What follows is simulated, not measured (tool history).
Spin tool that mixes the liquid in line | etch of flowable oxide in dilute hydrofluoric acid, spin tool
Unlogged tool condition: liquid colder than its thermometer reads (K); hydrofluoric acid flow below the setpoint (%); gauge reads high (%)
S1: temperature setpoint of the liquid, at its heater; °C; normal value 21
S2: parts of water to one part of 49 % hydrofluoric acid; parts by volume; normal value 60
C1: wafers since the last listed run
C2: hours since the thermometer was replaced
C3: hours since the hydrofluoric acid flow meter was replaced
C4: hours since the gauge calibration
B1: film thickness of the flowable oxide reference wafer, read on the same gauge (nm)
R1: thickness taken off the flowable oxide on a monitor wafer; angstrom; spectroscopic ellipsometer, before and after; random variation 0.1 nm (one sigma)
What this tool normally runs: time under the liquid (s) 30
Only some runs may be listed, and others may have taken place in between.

{"run": 1, "hour": 0.0, "S1": 17, "S2": 60, "time under the liquid (s)": 40, "C1": 0, "C2": 1604.1, "C3": 1879.1, "C4": 76.9, "B1": 110.83, "R1": 281.5}
{"run": 2, "hour": 18.7, "S1": 17, "S2": 60, "time under the liquid (s)": 40, "C1": 290, "C2": 1622.8, "C3": 1897.8, "C4": 95.6, "B1": 110.94, "R1": 283.5}
{"run": 3, "hour": 40.7, "S1": 22, "S2": 60, "time under the liquid (s)": 30, "C1": 342, "C2": 1644.8, "C3": 1919.8, "C4": 117.6, "B1": 111.06, "R1": 261.5}
{"run": 4, "hour": 74.2, "S1": 19, "S2": 55, "time under the liquid (s)": 30, "C1": 521, "C2": 1678.3, "C3": 1953.3, "C4": 151.1, "B1": 111.21, "R1": 254.1}
{"hour": 139.0, "done": "thermometer replaced"}
{"run": 5, "hour": 156.6, "S1": 19, "S2": 55, "time under the liquid (s)": 30, "C1": 1266, "C2": 17.6, "C3": 2035.7, "C4": 233.5, "B1": 111.45, "R1": 254.7}
{"run": 6, "hour": 169.7, "S1": 21, "S2": 60, "time under the liquid (s)": 30, "C1": 203, "C2": 30.7, "C3": 2048.8, "C4": 246.6, "B1": 111.46, "R1": 252.3}
{"run": 7, "hour": 195.9, "S1": 21, "S2": 60, "time under the liquid (s)": 30, "C1": 407, "C2": 56.9, "C3": 2075, "C4": 272.8, "B1": 111.53, "R1": 251.7}
{"run": 8, "hour": 224.9, "S1": 21, "S2": 60, "time under the liquid (s)": 30, "C1": 451, "C2": 85.9, "C3": 2104, "C4": 301.8, "B1": 111.55, "R1": 251}
{"run": 9, "hour": 254.4, "S1": 19, "S2": 55, "time under the liquid (s)": 30, "C1": 459, "C2": 115.4, "C3": 2133.5, "C4": 331.3, "B1": 111.58, "R1": 254.4}
{"run": 10, "hour": 269.5, "S1": 21, "S2": 85, "time under the liquid (s)": 40, "C1": 234, "C2": 130.5, "C3": 2148.6, "C4": 346.4, "B1": 111.57, "R1": 231.2}
{"hour": 275.4, "done": "gauge calibrated"}
{"hour": 284.9, "done": "hydrofluoric acid flow meter replaced"}
{"run": 11, "hour": 298.2, "S1": 21, "S2": 75, "time under the liquid (s)": 20, "C1": 431, "C2": 159.2, "C3": 13.3, "C4": 22.8, "B1": 110.2, "R1": 130.2}
{"run": 12, "hour": 334.0, "S1": 21, "S2": 60, "time under the liquid (s)": 30, "C1": 557, "C2": 195, "C3": 49.1, "C4": 58.6, "B1": 110.55, "R1": 251.9}
{"run": 13, "hour": 354.4, "S1": 21, "S2": 80, "time under the liquid (s)": 35, "C1": 317, "C2": 215.4, "C3": 69.5, "C4": 79, "B1": 110.69, "R1": 215.3}
{"run": 14, "hour": 381.0, "S1": 23.5, "S2": 80, "time under the liquid (s)": 30, "C1": 413, "C2": 242, "C3": 96.1, "C4": 105.6, "B1": 110.88, "R1": 203.2}
{"run": 15, "hour": 399.7, "S1": 21, "S2": 80, "time under the liquid (s)": 40, "C1": 290, "C2": 260.7, "C3": 114.8, "C4": 124.3, "B1": 110.98, "R1": 244.4}
{"run": 16, "hour": 425.7, "S1": 21, "S2": 85, "time under the liquid (s)": 45, "C1": 404, "C2": 286.7, "C3": 140.8, "C4": 150.3, "B1": 111.09, "R1": 257.5}
{"run": 17, "hour": 452.4, "S1": 24.5, "S2": 70, "time under the liquid (s)": 40, "C1": 415, "C2": 313.4, "C3": 167.5, "C4": 177, "B1": 111.17, "R1": 327.8}

How would selected steps in R1 from run to run divide? Give the signed amount a tool lacking its hidden state would still show from settings, what came in and random variation, and the signed amount left for the hidden state, including any gauge scatter that is not in both of the compared results.
Run 10 -> 11: S2 85 -> 75, time under the liquid (s) 40 -> 20, gauge calibrated, hydrofluoric acid flow meter replaced. R1 -101 angstrom: hidden state -3.1, all else -97.9.
Run 11 -> 12: S2 75 -> 60, time under the liquid (s) 20 -> 30. R1 +121.7 angstrom: hidden state +1, all else +120.7.
